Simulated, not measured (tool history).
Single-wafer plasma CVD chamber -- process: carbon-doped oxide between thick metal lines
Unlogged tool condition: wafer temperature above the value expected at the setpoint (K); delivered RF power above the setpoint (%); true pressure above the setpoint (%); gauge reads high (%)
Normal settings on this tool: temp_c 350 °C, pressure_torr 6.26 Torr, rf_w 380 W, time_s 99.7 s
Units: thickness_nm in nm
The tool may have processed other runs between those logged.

run	day	temp_c	pressure_torr	rf_w	time_s	wafers since the last listed run	hours since the last thermocouple change	hours since the last RF generator calibration	hours since the last manometer calibration	hours since the showerhead was replaced	hours since the gauge calibration	read-back reference wafer on the same gauge, thickness_nm	thickness_nm
1	0	350	6.26	380	99.7	0	1786.2	1174.2	1310.9	4380.5	447.4	433.141	420.344
2	0.471	350	6.26	380	99.7	147	1797.5	1185.5	1322.2	4391.8	458.7	433.368	422.002
3	0.762	347	6.79	380	99.7	91	1804.5	1192.5	1329.2	4398.8	465.7	433.104	429.84
4	1.129	347	6.79	380	99.7	114	1813.3	1201.3	1338	4407.6	474.5	433.003	429.504
5	1.633	347	6.79	380	99.7	157	1825.4	1213.4	1350.1	4419.7	486.6	433.262	428.265
6	2.342	350	6.26	345	99.7	221	1842.4	1230.4	1367.1	4436.7	503.6	432.807	386.322
7	2.688	350	6.26	345	99.7	108	1850.7	1238.7	1375.4	4445	511.9	433.001	385.695
8	3.35	350	6.26	380	99.7	207	1866.6	1254.6	1391.3	4460.9	527.8	432.752	426.292
9	4.062	354	5.61	410	99.7	222	1883.7	1271.7	1408.4	4478	544.9	433.521	445.46
# day 4.821: RF generator calibrated
10	4.842	350	6.26	420	99.7	139	1902.4	0.5	1427.1	4496.7	563.6	433.201	463.898
11	5.392	350	6.26	380	99.7	172	1915.6	13.7	1440.3	4509.9	576.8	432.899	420.909
12	5.946	342	6.26	380	111.1	173	1928.9	27	1453.6	4523.2	590.1	432.601	481.594
# day 6.288: gauge calibrated
13	6.629	362	6.26	380	86.3	213	1945.3	43.4	1470	4539.6	8.2	432.773	352.951
# day 7.85: thermocouple changed; heater temperature recalibrated
14	8.792	343	6.26	380	118.7	572	22.6	95.3	1521.9	4591.5	60.1	432.832	512.817
15	9.288	355	7.23	335	84.8	155	34.5	107.2	1533.8	4603.4	72	432.341	315.336

Run 16 is up next; what results do you expect?
# day 9.779: capacitance manometer re-zeroed and calibrated
16	9.988	350	6.26	380	99.7	114	51.3	124	5	4620.2	88.8	?	?

Run 16 measured read-back reference wafer on the same gauge, thickness_nm 433.173, thickness_nm 420.788 nm.
Had the tool carried no hidden state, the very same run would have given thickness_nm 420.788 nm.
